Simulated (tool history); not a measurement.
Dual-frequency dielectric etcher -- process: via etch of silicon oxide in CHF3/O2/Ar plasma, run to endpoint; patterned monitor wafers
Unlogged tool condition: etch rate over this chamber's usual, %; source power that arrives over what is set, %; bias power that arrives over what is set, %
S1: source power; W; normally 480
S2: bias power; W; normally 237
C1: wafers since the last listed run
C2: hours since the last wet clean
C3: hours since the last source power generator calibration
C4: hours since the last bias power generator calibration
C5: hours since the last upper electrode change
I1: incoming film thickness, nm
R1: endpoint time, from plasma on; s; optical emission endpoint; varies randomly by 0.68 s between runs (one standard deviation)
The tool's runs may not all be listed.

{"run": 1, "hour": 0.0, "S1": 480, "S2": 280, "C1": 0, "C2": 342.9, "C3": 4498.1, "C4": 2453, "C5": 3334.7, "I1": 447.4, "R1": 221.7}
{"run": 2, "hour": 11.5, "S1": 480, "S2": 237, "C1": 47, "C2": 354.4, "C3": 4509.6, "C4": 2464.5, "C5": 3346.2, "I1": 451.9, "R1": 237.3}
{"run": 3, "hour": 21.4, "S1": 480, "S2": 237, "C1": 40, "C2": 364.3, "C3": 4519.5, "C4": 2474.4, "C5": 3356.1, "I1": 454.8, "R1": 239.7}
{"run": 4, "hour": 32.1, "S1": 480, "S2": 237, "C1": 44, "C2": 375, "C3": 4530.2, "C4": 2485.1, "C5": 3366.8, "I1": 449.2, "R1": 236.9}
{"run": 5, "hour": 40.5, "S1": 480, "S2": 237, "C1": 34, "C2": 383.4, "C3": 4538.6, "C4": 2493.5, "C5": 3375.2, "I1": 453.1, "R1": 238.7}
{"run": 6, "hour": 89.7, "S1": 480, "S2": 237, "C1": 203, "C2": 432.6, "C3": 4587.8, "C4": 2542.7, "C5": 3424.4, "I1": 447.4, "R1": 237.4}
{"run": 7, "hour": 101.2, "S1": 480, "S2": 237, "C1": 47, "C2": 444.1, "C3": 4599.3, "C4": 2554.2, "C5": 3435.9, "I1": 451.9, "R1": 239}
{"run": 8, "hour": 110.4, "S1": 480, "S2": 276, "C1": 38, "C2": 453.3, "C3": 4608.5, "C4": 2563.4, "C5": 3445.1, "I1": 451.1, "R1": 227.9}
{"hour": 135.6, "done": "upper electrode replaced"}
{"run": 9, "hour": 136.1, "S1": 480, "S2": 276, "C1": 7, "C2": 479, "C3": 4634.2, "C4": 2589.1, "C5": 0.5, "I1": 450.9, "R1": 227.8}
{"run": 10, "hour": 136.5, "S1": 480, "S2": 237, "C1": 1, "C2": 479.4, "C3": 4634.6, "C4": 2589.5, "C5": 0.9, "I1": 451.2, "R1": 240.9}
{"run": 11, "hour": 137.5, "S1": 480, "S2": 237, "C1": 4, "C2": 480.4, "C3": 4635.6, "C4": 2590.5, "C5": 1.9, "I1": 448, "R1": 237.9}
{"run": 12, "hour": 150.2, "S1": 480, "S2": 237, "C1": 52, "C2": 493.1, "C3": 4648.3, "C4": 2603.2, "C5": 14.6, "I1": 451.6, "R1": 240.9}
{"run": 13, "hour": 160.4, "S1": 480, "S2": 237, "C1": 42, "C2": 503.3, "C3": 4658.5, "C4": 2613.4, "C5": 24.8, "I1": 452, "R1": 240.8}
{"hour": 176.5, "done": "bias power generator calibrated"}
{"run": 14, "hour": 177.6, "S1": 480, "S2": 237, "C1": 54, "C2": 520.5, "C3": 4675.7, "C4": 1.1, "C5": 42, "I1": 454, "R1": 241.1}
{"run": 15, "hour": 191.3, "S1": 530, "S2": 263, "C1": 56, "C2": 534.2, "C3": 4689.4, "C4": 14.8, "C5": 55.7, "I1": 452.7, "R1": 229.2}
{"run": 16, "hour": 204.2, "S1": 480, "S2": 237, "C1": 53, "C2": 547.1, "C3": 4702.3, "C4": 27.7, "C5": 68.6, "I1": 453, "R1": 242.3}
{"run": 17, "hour": 220.7, "S1": 420, "S2": 199, "C1": 68, "C2": 563.6, "C3": 4718.8, "C4": 44.2, "C5": 85.1, "I1": 450.8, "R1": 263.8}
{"run": 18, "hour": 245.2, "S1": 550, "S2": 187, "C1": 101, "C2": 588.1, "C3": 4743.3, "C4": 68.7, "C5": 109.6, "I1": 449.7, "R1": 252.7}
{"run": 19, "hour": 257.1, "S1": 440, "S2": 237, "C1": 49, "C2": 600, "C3": 4755.2, "C4": 80.6, "C5": 121.5, "I1": 454.4, "R1": 250.1}
{"hour": 269.6, "done": "source power generator calibrated"}
{"hour": 288.2, "done": "wet clean of the chamber"}
{"run": 20, "hour": 288.7, "S1": 390, "S2": 222, "C1": 37, "C2": 0.5, "C3": 19.1, "C4": 112.2, "C5": 153.1, "I1": 450.4, "R1": 243.4}
{"run": 21, "hour": 289.1, "S1": 540, "S2": 289, "C1": 1, "C2": 0.9, "C3": 19.5, "C4": 112.6, "C5": 153.5, "I1": 449.2, "R1": 205.1}
{"run": 22, "hour": 289.5, "S1": 480, "S2": 237, "C1": 1, "C2": 1.3, "C3": 19.9, "C4": 113, "C5": 153.9, "I1": 451.6, "R1": 227.5}
{"run": 23, "hour": 294.5, "S1": 550, "S2": 259, "C1": 20, "C2": 6.3, "C3": 24.9, "C4": 118, "C5": 158.9, "I1": 453.3, "R1": 215.5}
{"run": 24, "hour": 302.2, "S1": 370, "S2": 281, "C1": 31, "C2": 14, "C3": 32.6, "C4": 125.7, "C5": 166.6, "I1": 450.9, "R1": 228.6}
{"run": 25, "hour": 316.0, "S1": 520, "S2": 293, "C1": 57, "C2": 27.8, "C3": 46.4, "C4": 139.5, "C5": 180.4, "I1": 450.3, "R1": 208}
{"run": 26, "hour": 324.6, "S1": 480, "S2": 237, "C1": 35, "C2": 36.4, "C3": 55, "C4": 148.1, "C5": 189, "I1": 447.5, "R1": 226.6}
{"run": 27, "hour": 333.2, "S1": 480, "S2": 200, "C1": 35, "C2": 45, "C3": 63.6, "C4": 156.7, "C5": 197.6, "I1": 452.2, "R1": 243.1}
{"run": 28, "hour": 347.3, "S1": 510, "S2": 252, "C1": 58, "C2": 59.1, "C3": 77.7, "C4": 170.8, "C5": 211.7, "I1": 450.5, "R1": 220.3}
{"run": 29, "hour": 362.9, "S1": 450, "S2": 287, "C1": 64, "C2": 74.7, "C3": 93.3, "C4": 186.4, "C5": 227.3, "I1": 455, "R1": 220.6}

Each row is a separate what-if for the run after 29, all from the same tool condition, not one after another. Results?
{"run": "A", "hour": 363.4, "S1": 480, "S2": 237, "C1": 2, "C2": 75.2, "C3": 93.8, "C4": 186.9, "C5": 227.8, "I1": 446.6, "R1": "?"}
{"run": "B", "hour": 363.4, "S1": 410, "S2": 290, "C1": 2, "C2": 75.2, "C3": 93.8, "C4": 186.9, "C5": 227.8, "I1": 446.6, "R1": "?"}
{"run": "C", "hour": 363.4, "S1": 480, "S2": 281, "C1": 2, "C2": 75.2, "C3": 93.8, "C4": 186.9, "C5": 227.8, "I1": 446.6, "R1": "?"}
{"run": "D", "hour": 363.4, "S1": 570, "S2": 212, "C1": 2, "C2": 75.2, "C3": 93.8, "C4": 186.9, "C5": 227.8, "I1": 446.6, "R1": "?"}
{"run": "E", "hour": 363.4, "S1": 430, "S2": 203, "C1": 2, "C2": 75.2, "C3": 93.8, "C4": 186.9, "C5": 227.8, "I1": 446.6, "R1": "?"}

run=A R1=227.5
run=B R1=220.4
run=C R1=214.9
run=D R1=226
run=E R1=245.3
Stripped of hidden state, with their random variation kept, the same runs would have yielded:
run=A R1=225.1
run=B R1=218
run=C R1=212.6
run=D R1=223.6
run=E R1=242.7
